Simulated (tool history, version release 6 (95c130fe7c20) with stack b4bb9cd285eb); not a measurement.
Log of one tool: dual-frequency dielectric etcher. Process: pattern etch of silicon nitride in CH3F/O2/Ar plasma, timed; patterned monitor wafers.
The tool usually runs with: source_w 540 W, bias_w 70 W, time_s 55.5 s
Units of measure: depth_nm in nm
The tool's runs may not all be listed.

run	day	source_w	bias_w	time_s	wafers since the last listed run	hours since the last wet clean	hours since the last source power generator calibration	hours since the last bias power generator calibration	hours since the last upper electrode change	hours since the gauge calibration	read-back reference wafer on the same gauge, depth_nm	depth_nm
1	0.000	540	70	55.5	0	100.7	2493.8	3961.4	2674.5	1294.6	53.82	46.58
2	1.196	540	70	55.5	234	129.4	2522.5	3990.1	2703.2	1323.3	53.84	46.08
3	2.675	540	70	55.5	290	164.9	2558.0	4025.6	2738.7	1358.8	53.72	46.30
# day 4.708: source power generator calibrated
4	5.338	540	70	55.5	490	228.8	15.1	4089.5	2802.6	1422.7	53.61	47.15
5	7.671	540	70	55.5	458	284.8	71.1	4145.5	2858.6	1478.7	53.73	47.38
# day 10.758: bias power generator calibrated
# day 11.367: wet clean of the chamber
6	11.388	540	81	55.5	577	0.5	160.3	15.1	2947.8	1567.9	53.84	46.62
7	13.350	540	70	55.5	385	47.6	207.4	62.2	2994.9	1615.0	53.69	46.19
8	15.192	600	70	40.5	361	91.8	251.6	106.4	3039.1	1659.2	53.70	34.76
9	17.762	540	78	55.5	504	153.5	313.3	168.1	3100.8	1720.9	53.93	47.85
10	19.838	490	53	69.0	407	203.3	363.1	217.9	3150.6	1770.7	53.83	53.80
11	22.454	540	70	55.5	513	266.1	425.9	280.7	3213.4	1833.5	53.90	47.16
12	24.388	440	85	64.5	379	312.5	472.3	327.1	3259.8	1879.9	53.98	53.92
13	27.338	450	70	55.5	579	383.3	543.1	397.9	3330.6	1950.7	53.75	45.43
14	30.117	540	70	55.5	545	450.0	609.8	464.6	3397.3	2017.4	53.57	48.13
# day 31.946: wet clean of the chamber
15	31.962	540	58	40.5	166	0.4	654.1	508.9	3441.6	2061.7	53.76	32.62
16	34.658	540	70	55.5	529	65.1	718.8	573.6	3506.3	2126.4	53.74	46.29
# day 38.388: upper electrode replaced
17	38.408	680	70	45.0	540	155.1	808.8	663.6	0.5	2216.4	53.80	40.80
18	38.746	590	70	44.5	66	163.2	816.9	671.7	8.6	2224.5	53.82	38.37
19	39.888	590	70	65.0	224	190.6	844.3	699.1	36.0	2251.9	53.86	56.67
20	41.929	540	70	55.5	400	239.6	893.3	748.1	85.0	2300.9	53.88	47.32
# day 43.079: gauge calibrated
21	43.171	490	53	50.5	243	269.4	923.1	777.9	114.8	2.2	53.74	39.81
22	44.858	540	87	55.5	331	309.9	963.6	818.4	155.3	42.7	53.86	50.07
23	46.075	580	85	70.0	238	339.1	992.8	847.6	184.5	71.9	53.80	64.15
24	48.821	540	70	40.0	539	405.0	1058.7	913.5	250.4	137.8	53.88	34.96
25	50.675	540	63	55.5	364	449.5	1103.2	958.0	294.9	182.3	53.77	47.56
# day 52.392: wet clean of the chamber
26	52.412	540	70	65.5	144	0.5	1144.9	999.7	336.6	224.0	53.84	53.67
27	54.829	600	87	51.0	474	58.5	1202.9	1057.7	394.6	282.0	53.77	45.71
28	56.729	630	75	55.5	373	104.1	1248.5	1103.3	440.2	327.6	53.81	49.70
29	58.400	410	53	63.0	328	144.2	1288.6	1143.4	480.3	367.7	53.89	46.38
30	59.708	670	70	55.5	256	175.6	1320.0	1174.8	511.7	399.1	53.72	49.99
31	61.596	540	70	51.0	370	220.9	1365.3	1220.1	557.0	444.4	53.90	42.87

What differs in the tool's unlogged condition from the final listed run ahead of each entry between runs to the first listed run following it?
Between runs 3 and 4: source power generator calibrated (day 4.708)
  etch rate over this chamber's usual, %: 1.43 -> 2.21
  measured minus no-state result, depth_nm: +0.65 -> +1.01 nm
Between runs 5 and 6: bias power generator calibrated (day 10.758); wet clean of the chamber (day 11.367)
  etch rate over this chamber's usual, %: 2.89 -> -0.263
  measured minus no-state result, depth_nm: +1.33 -> -0.12 nm
Between runs 14 and 15: wet clean of the chamber (day 31.946)
  etch rate over this chamber's usual, %: 5.23 -> 0.15
  measured minus no-state result, depth_nm: +2.39 -> +0.04 nm
Between runs 16 and 17: upper electrode replaced (day 38.388)
  etch rate over this chamber's usual, %: 0.94 -> 2.04
  measured minus no-state result, depth_nm: +0.43 -> +0.81 nm
Between runs 20 and 21: gauge calibrated (day 43.079)
  etch rate over this chamber's usual, %: 3.07 -> 3.43
  measured minus no-state result, depth_nm: +1.41 -> +1.32 nm
Between runs 25 and 26: wet clean of the chamber (day 52.392)
  etch rate over this chamber's usual, %: 5.63 -> 0.36
  measured minus no-state result, depth_nm: +2.54 -> +0.19 nm

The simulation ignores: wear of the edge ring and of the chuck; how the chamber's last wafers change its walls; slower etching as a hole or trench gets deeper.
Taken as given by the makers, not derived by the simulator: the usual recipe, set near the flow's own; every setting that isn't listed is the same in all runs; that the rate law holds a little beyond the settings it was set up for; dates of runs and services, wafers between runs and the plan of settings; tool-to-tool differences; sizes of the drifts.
